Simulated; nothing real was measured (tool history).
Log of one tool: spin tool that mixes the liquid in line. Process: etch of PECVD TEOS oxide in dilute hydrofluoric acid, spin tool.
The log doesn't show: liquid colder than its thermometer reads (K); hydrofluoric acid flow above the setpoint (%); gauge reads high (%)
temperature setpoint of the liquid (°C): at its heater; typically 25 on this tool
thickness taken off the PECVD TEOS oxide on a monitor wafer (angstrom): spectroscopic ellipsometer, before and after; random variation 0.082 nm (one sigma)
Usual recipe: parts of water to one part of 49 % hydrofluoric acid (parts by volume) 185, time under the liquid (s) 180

| run | day | temperature setpoint of the liquid (°C) | parts of water to one part of 49 % hydrofluoric acid (parts by volume) | time under the liquid (s) | wafers since the last listed run | hours since the thermometer was replaced | hours since the hydrofluoric acid flow meter was replaced | hours since the gauge calibration | read-back film thickness of the PECVD TEOS oxide reference wafer, read on the same gauge (nm) | thickness taken off the PECVD TEOS oxide on a monitor wafer (angstrom) |
|---|---|---|---|---|---|---|---|---|---|---|
| 1 | 0 | 25 | 185 | 180 | 0 | 319.4 | 1162.6 | 1033.9 | 60.02 | 228.8 |
| 2 | 1.412 | 25 | 185 | 180 | 303 | 353.3 | 1196.5 | 1067.8 | 60 | 230.6 |
|  | 2.938 | hydrofluoric acid flow meter replaced |
| 3 | 4.008 | 26 | 185 | 180 | 548 | 415.6 | 25.7 | 1130.1 | 59.95 | 235.7 |
| 4 | 5.354 | 26 | 185 | 180 | 288 | 447.9 | 58 | 1162.4 | 60.02 | 236.4 |
| 5 | 6.746 | 26 | 185 | 180 | 298 | 481.3 | 91.4 | 1195.8 | 59.95 | 235.7 |
| 6 | 8.354 | 25 | 185 | 180 | 345 | 519.9 | 130 | 1234.4 | 59.98 | 225.9 |
| 7 | 10.671 | 25 | 185 | 180 | 497 | 575.5 | 185.6 | 1290 | 60.04 | 227.4 |
| 8 | 11.871 | 25 | 185 | 180 | 257 | 604.3 | 214.4 | 1318.8 | 60 | 223.5 |
| 9 | 14.275 | 28 | 185 | 180 | 516 | 662 | 272.1 | 1376.5 | 60 | 251.2 |
| 10 | 16.796 | 25 | 185 | 180 | 541 | 722.5 | 332.6 | 1437 | 59.99 | 222.5 |
|  | 17.362 | thermometer replaced |
| 11 | 19.333 | 25 | 115 | 180 | 535 | 47.3 | 393.5 | 1497.9 | 59.98 | 407.5 |
| 12 | 20.979 | 25 | 115 | 180 | 353 | 86.8 | 433 | 1537.4 | 60.02 | 405.2 |
| 13 | 23.767 | 25 | 115 | 180 | 598 | 153.7 | 499.9 | 1604.3 | 60.03 | 405 |
| 14 | 24.871 | 21 | 185 | 180 | 237 | 180.2 | 526.4 | 1630.8 | 60.03 | 198.3 |
| 15 | 27.158 | 21 | 185 | 180 | 491 | 235.1 | 581.3 | 1685.7 | 60.01 | 198.2 |
| 16 | 28.5 | 21 | 185 | 180 | 288 | 267.3 | 613.5 | 1717.9 | 60.02 | 197.9 |
| 17 | 30.438 | 29.5 | 185 | 95 | 416 | 313.8 | 660 | 1764.4 | 60 | 143.2 |
| 18 | 38.525 | 23.5 | 185 | 210 | 1736 | 507.9 | 854.1 | 1958.5 | 59.97 | 247.9 |
| 19 | 41.383 | 25 | 235 | 180 | 613 | 576.5 | 922.7 | 2027.1 | 59.98 | 167.9 |
|  | 47.638 | thermometer replaced |
|  | 48.125 | gauge calibrated |
| 20 | 50.342 | 25 | 185 | 180 | 1914 | 64.9 | 1137.7 | 53.2 | 59.98 | 232.7 |
| 21 | 53.246 | 28.5 | 120 | 100 | 623 | 134.6 | 1207.4 | 122.9 | 59.94 | 244.1 |
| 22 | 54.342 | 25 | 120 | 180 | 235 | 160.9 | 1233.7 | 149.2 | 59.99 | 385.1 |
|  | 55.5 | hydrofluoric acid flow meter replaced |
| 23 | 56.792 | 23 | 185 | 135 | 517 | 219.7 | 31 | 208 | 60.03 | 160.6 |
| 24 | 59.383 | 25 | 115 | 180 | 556 | 281.9 | 93.2 | 270.2 | 59.99 | 400.7 |
| 25 | 62.179 | 29 | 185 | 180 | 600 | 349 | 160.3 | 337.3 | 59.97 | 266 |
| 26 | 64.029 | 27 | 150 | 180 | 397 | 393.4 | 204.7 | 381.7 | 59.96 | 316.2 |
| 27 | 65.671 | 25 | 185 | 180 | 352 | 432.8 | 244.1 | 421.1 | 59.97 | 226.1 |
| 28 | 68.358 | 25 | 185 | 215 | 577 | 497.3 | 308.6 | 485.6 | 59.98 | 269.5 |
| 29 | 69.6 | 28.5 | 230 | 75 | 266 | 527.1 | 338.4 | 515.4 | 59.98 | 81.4 |
|  | 70.792 | thermometer replaced |
| 30 | 72.983 | 23 | 245 | 180 | 717 | 52.6 | 419.6 | 596.6 | 59.99 | 153.8 |
| 31 | 74.075 | 25 | 185 | 180 | 234 | 78.8 | 445.8 | 622.8 | 60 | 233.2 |
| 32 | 76.412 | 20.5 | 235 | 275 | 501 | 134.9 | 501.9 | 678.9 | 59.98 | 223.6 |
| 33 | 77.925 | 28 | 215 | 180 | 324 | 171.2 | 538.2 | 715.2 | 60 | 214.5 |
| 34 | 79.912 | 25 | 220 | 80 | 426 | 218.9 | 585.9 | 762.9 | 60.01 | 83.2 |

What if the next run were any one of these 3? Each begins from the tool's condition after run 34:
| A | 79.933 | 25 | 110 | 180 | 4 | 219.4 | 586.4 | 763.4 | ? | ? |
| B | 79.933 | 29.5 | 230 | 180 | 4 | 219.4 | 586.4 | 763.4 | ? | ? |
| C | 79.933 | 28 | 140 | 180 | 4 | 219.4 | 586.4 | 763.4 | ? | ? |

| run | read-back film thickness of the PECVD TEOS oxide reference wafer, read on the same gauge (nm) | thickness taken off the PECVD TEOS oxide on a monitor wafer (angstrom) |
|---|---|---|
| A | 60.01 | 423.6 |
| B | 60.01 | 207.2 |
| C | 60.01 | 359.6 |
Take away the tool's hidden state, keep each run's random variation, and the runs would have read:
| run | thickness taken off the PECVD TEOS oxide on a monitor wafer (angstrom) |
|---|---|
| A | 432.6 |
| B | 211.1 |
| C | 366.9 |
